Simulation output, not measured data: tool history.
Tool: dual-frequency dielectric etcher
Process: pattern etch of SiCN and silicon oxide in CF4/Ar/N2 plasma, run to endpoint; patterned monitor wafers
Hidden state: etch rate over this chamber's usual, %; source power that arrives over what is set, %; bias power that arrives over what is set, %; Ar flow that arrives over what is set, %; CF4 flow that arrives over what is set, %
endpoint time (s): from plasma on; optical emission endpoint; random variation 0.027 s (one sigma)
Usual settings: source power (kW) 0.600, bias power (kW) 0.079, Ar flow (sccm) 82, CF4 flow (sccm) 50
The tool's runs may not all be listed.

run	hour	source power (kW)	bias power (kW)	Ar flow (sccm)	CF4 flow (sccm)	wafers since the last listed run	hours since the last wet clean	hours since the last source power generator calibration	hours since the last bias power generator calibration	hours since the last Ar flow controller change	hours since the last CF4 flow controller change	hours since the last upper electrode change	incoming incoming film thickness, nm	endpoint time (s)
1	0.0	0.600	0.079	82	50	0	61.5	843.3	1278.6	193.0	729.8	5219.4	9.02	8.2
2	57.6	0.560	0.079	98	50	753	119.1	900.9	1336.2	250.6	787.4	5277.0	8.89	8.7
3	157.5	0.540	0.079	82	57	1306	219.0	1000.8	1436.1	350.5	887.3	5376.9	8.88	8.4
4	234.4	0.600	0.079	82	41	1005	295.9	1077.7	1513.0	427.4	964.2	5453.8	8.95	8.5
5	290.6	0.600	0.079	82	50	734	352.1	1133.9	1569.2	483.6	1020.4	5510.0	8.91	8.1
6	385.8	0.730	0.072	71	40	1244	447.3	1229.1	1664.4	578.8	1115.6	5605.2	8.85	7.4
7	480.9	0.490	0.079	82	50	1243	542.4	1324.2	1759.5	673.9	1210.7	5700.3	8.90	9.2
# hour 576.3: upper electrode replaced
8	576.8	0.600	0.079	82	50	940	638.3	1420.1	1855.4	769.8	1306.6	0.5	9.00	8.2
9	632.8	0.510	0.090	74	46	732	694.3	1476.1	1911.4	825.8	1362.6	56.5	8.94	8.6
# hour 677.2: wet clean of the chamber
10	701.3	0.730	0.070	82	50	581	24.1	1544.6	1979.9	894.3	1431.1	125.0	8.89	7.3
11	796.6	0.600	0.079	82	50	1246	119.4	1639.9	2075.2	989.6	1526.4	220.3	8.94	8.1
# hour 840.4: bias power generator calibrated
12	867.2	0.560	0.099	82	60	870	190.0	1710.5	26.8	1060.2	1597.0	290.9	8.87	7.6
13	967.9	0.460	0.079	95	56	1316	290.7	1811.2	127.5	1160.9	1697.7	391.6	8.81	9.4
14	1014.3	0.600	0.068	82	50	606	337.1	1857.6	173.9	1207.3	1744.1	438.0	8.93	8.3
15	1075.2	0.600	0.079	69	50	796	398.0	1918.5	234.8	1268.2	1805.0	498.9	8.94	7.8
16	1142.0	0.720	0.094	93	60	873	464.8	1985.3	301.6	1335.0	1871.8	565.7	8.88	6.8
17	1187.7	0.600	0.079	82	50	597	510.5	2031.0	347.3	1380.7	1917.5	611.4	8.83	8.0
18	1237.9	0.600	0.079	82	46	656	560.7	2081.2	397.5	1430.9	1967.7	661.6	8.91	8.1
19	1282.3	0.600	0.079	82	47	580	605.1	2125.6	441.9	1475.3	2012.1	706.0	8.87	8.1
20	1360.4	0.660	0.079	82	50	1021	683.2	2203.7	520.0	1553.4	2090.2	784.1	8.95	7.6
# hour 1399.3: Ar flow controller replaced
21	1399.8	0.500	0.079	82	50	436	722.6	2243.1	559.4	0.5	2129.6	823.5	8.98	9.0
# hour 1462.7: wet clean of the chamber
22	1499.5	0.600	0.095	102	50	989	36.8	2342.8	659.1	100.2	2229.3	923.2	8.92	7.9
# hour 1637.3: source power generator calibrated
23	1644.1	0.600	0.079	82	50	1838	181.4	6.8	803.7	244.8	2373.9	1067.8	8.89	8.1

What the log doesn't show, run by run:
etch rate over this chamber's usual, %: 0 in every run
bias power that arrives over what is set, %: 0 in every run
Ar flow that arrives over what is set, %: 0 in every run
CF4 flow that arrives over what is set, %: 0 in every run
H1: source power that arrives over what is set, %
run	H1
1	0.367
2	0.424
3	0.533
4	0.625
5	0.696
6	0.824
7	0.963
8	1.11
9	1.21
10	1.33
11	1.5
12	1.63
13	1.84
14	1.93
15	2.07
16	2.22
17	2.32
18	2.44
19	2.55
20	2.74
21	2.84
22	3.1
23	0.00303
